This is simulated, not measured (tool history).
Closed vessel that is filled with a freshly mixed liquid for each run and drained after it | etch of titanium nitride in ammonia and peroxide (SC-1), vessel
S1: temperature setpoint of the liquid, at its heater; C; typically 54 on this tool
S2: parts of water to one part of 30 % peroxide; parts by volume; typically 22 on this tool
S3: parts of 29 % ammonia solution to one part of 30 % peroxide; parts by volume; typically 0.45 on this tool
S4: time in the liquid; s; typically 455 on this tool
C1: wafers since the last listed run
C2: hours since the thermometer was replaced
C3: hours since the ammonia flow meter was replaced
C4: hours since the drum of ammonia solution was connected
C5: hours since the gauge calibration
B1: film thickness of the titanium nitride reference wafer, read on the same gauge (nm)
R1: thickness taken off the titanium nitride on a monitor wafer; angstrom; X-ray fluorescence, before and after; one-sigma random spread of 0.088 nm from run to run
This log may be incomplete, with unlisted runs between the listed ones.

Run 1, hour 0: usual settings but S1 49 C, S2 16.5 parts by volume; C1 0; C2 1375.1; C3 364; C4 286.5; C5 103.5; B1 150.03. Result: R1 145.9 angstrom.
Run 2, hour 64.2: usual settings but S1 49 C, S2 16.5 parts by volume; C1 5364; C2 1439.3; C3 428.2; C4 350.7; C5 167.7; B1 150.07. Result: R1 145.3 angstrom.
Run 3, hour 93: usual settings; C1 2406; C2 1468.1; C3 457; C4 379.5; C5 196.5; B1 150.02. Result: R1 173.7 angstrom.
Run 4, hour 124.6: usual settings; C1 2640; C2 1499.7; C3 488.6; C4 411.1; C5 228.1; B1 149.97. Result: R1 173.2 angstrom.
Run 5, hour 186: usual settings; C1 5130; C2 1561.1; C3 550; C4 472.5; C5 289.5; B1 150.01. Result: R1 172 angstrom.
Run 6, hour 212.8: usual settings but S3 0.55 parts by volume; C1 2239; C2 1587.9; C3 576.8; C4 499.3; C5 316.3; B1 150. Result: R1 179.2 angstrom.
Run 7, hour 242.3: usual settings but S4 570 s; C1 2465; C2 1617.4; C3 606.3; C4 528.8; C5 345.8; B1 150.03. Result: R1 214.5 angstrom.
Run 8, hour 300: usual settings but S4 570 s; C1 4821; C2 1675.1; C3 664; C4 586.5; C5 403.5; B1 150. Result: R1 216.6 angstrom.
At hour 332.5: ammonia flow meter replaced.
Run 9, hour 357: usual settings; C1 4679; C2 1732.1; C3 24.5; C4 643.5; C5 460.5; B1 150.07. Result: R1 172.4 angstrom.
Run 10, hour 425.5: usual settings; C1 5724; C2 1800.6; C3 93; C4 712; C5 529; B1 150.07. Result: R1 170.7 angstrom.
Run 11, hour 457.4: usual settings; C1 2665; C2 1832.5; C3 124.9; C4 743.9; C5 560.9; B1 150. Result: R1 170.1 angstrom.
At hour 502.7: new drum of ammonia solution connected.
Run 12, hour 526.7: usual settings; C1 5707; C2 1901.8; C3 194.2; C4 24; C5 630.2; B1 149.96. Result: R1 174.8 angstrom.
Run 13, hour 555: usual settings; C1 2364; C2 1930.1; C3 222.5; C4 52.3; C5 658.5; B1 149.97. Result: R1 175.3 angstrom.
Run 14, hour 585.2: usual settings but S2 26.5 parts by volume, S4 525 s; C1 2523; C2 1960.3; C3 252.7; C4 82.5; C5 688.7; B1 150.01. Result: R1 181.8 angstrom.
Run 15, hour 643: usual settings; C1 4830; C2 2018.1; C3 310.5; C4 140.3; C5 746.5; B1 149.99. Result: R1 174.2 angstrom.
Run 16, hour 688.4: usual settings but S1 47 C, S2 16 parts by volume; C1 3793; C2 2063.5; C3 355.9; C4 185.7; C5 791.9; B1 150. Result: R1 126.4 angstrom.
Run 17, hour 736.3: usual settings but S2 31.5 parts by volume; C1 4002; C2 2111.4; C3 403.8; C4 233.6; C5 839.8; B1 149.99. Result: R1 141.5 angstrom.
Run 18, hour 768.4: usual settings but S1 59 C, S3 0.25 parts by volume; C1 2682; C2 2143.5; C3 435.9; C4 265.7; C5 871.9; B1 150.01. Result: R1 214.8 angstrom.
Run 19, hour 820.5: usual settings but S1 57 C, S2 13 parts by volume, S3 0.3 parts by volume; C1 4353; C2 2195.6; C3 488; C4 317.8; C5 924; B1 149.95. Result: R1 262.1 angstrom.
Run 20, hour 850.5: usual settings; C1 2506; C2 2225.6; C3 518; C4 347.8; C5 954; B1 150.01. Result: R1 170.8 angstrom.
Run 21, hour 893.4: usual settings; C1 3584; C2 2268.5; C3 560.9; C4 390.7; C5 996.9; B1 150. Result: R1 170.9 angstrom.
Run 22, hour 948.9: usual settings but S1 44 C, S2 25.5 parts by volume; C1 4637; C2 2324; C3 616.4; C4 446.2; C5 1052.4; B1 150.02. Result: R1 77.4 angstrom.
At hour 979: ammonia flow meter replaced.
At hour 1071.2: thermometer replaced.
At hour 1115.8: gauge calibrated.
Run 23, hour 1154: usual settings; C1 16972; C2 82.8; C3 175; C4 651.3; C5 38.2; B1 149.99. Result: R1 176.1 angstrom.
Run 24, hour 1221.8: usual settings but S2 11.5 parts by volume, S3 0.55 parts by volume; C1 5665; C2 150.6; C3 242.8; C4 719.1; C5 106; B1 150. Result: R1 261.5 angstrom.
Run 25, hour 1291: usual settings but S1 61 C; C1 5782; C2 219.8; C3 312; C4 788.3; C5 175.2; B1 149.97. Result: R1 279.2 angstrom.
Run 26, hour 1443.3: usual settings; C1 12727; C2 372.1; C3 464.3; C4 940.6; C5 327.5; B1 150. Result: R1 173.4 angstrom.
Run 27, hour 1486.1: usual settings but S1 46 C, S2 27 parts by volume; C1 3576; C2 414.9; C3 507.1; C4 983.4; C5 370.3; B1 150.01. Result: R1 88.2 angstrom.

Hidden state at the last listed run before each entry between runs and at the first one after, where it differs:
From run 8 to run 9: ammonia flow meter replaced (hour 332.5)
  liquid colder than its thermometer reads (K): 0.484 -> 0.501; ammonia solution weaker than its label (%): 9.22 -> 9.96
  difference, measured minus the result without the unlogged condition, R1: -11.3 -> -9.6 angstrom
From run 11 to run 12: new drum of ammonia solution connected (hour 502.7)
  liquid colder than its thermometer reads (K): 0.53 -> 0.55; ammonia solution weaker than its label (%): 11.3 -> 0.544
  difference, measured minus the result without the unlogged condition, R1: -10.3 -> -6.9 angstrom
From run 22 to run 23: ammonia flow meter replaced (hour 979); thermometer replaced (hour 1071.2); gauge calibrated (hour 1115.8)
  liquid colder than its thermometer reads (K): 0.672 -> 0.0953; ammonia solution weaker than its label (%): 6.05 -> 8.72
  difference, measured minus the result without the unlogged condition, R1: -4.8 -> -4.3 angstrom

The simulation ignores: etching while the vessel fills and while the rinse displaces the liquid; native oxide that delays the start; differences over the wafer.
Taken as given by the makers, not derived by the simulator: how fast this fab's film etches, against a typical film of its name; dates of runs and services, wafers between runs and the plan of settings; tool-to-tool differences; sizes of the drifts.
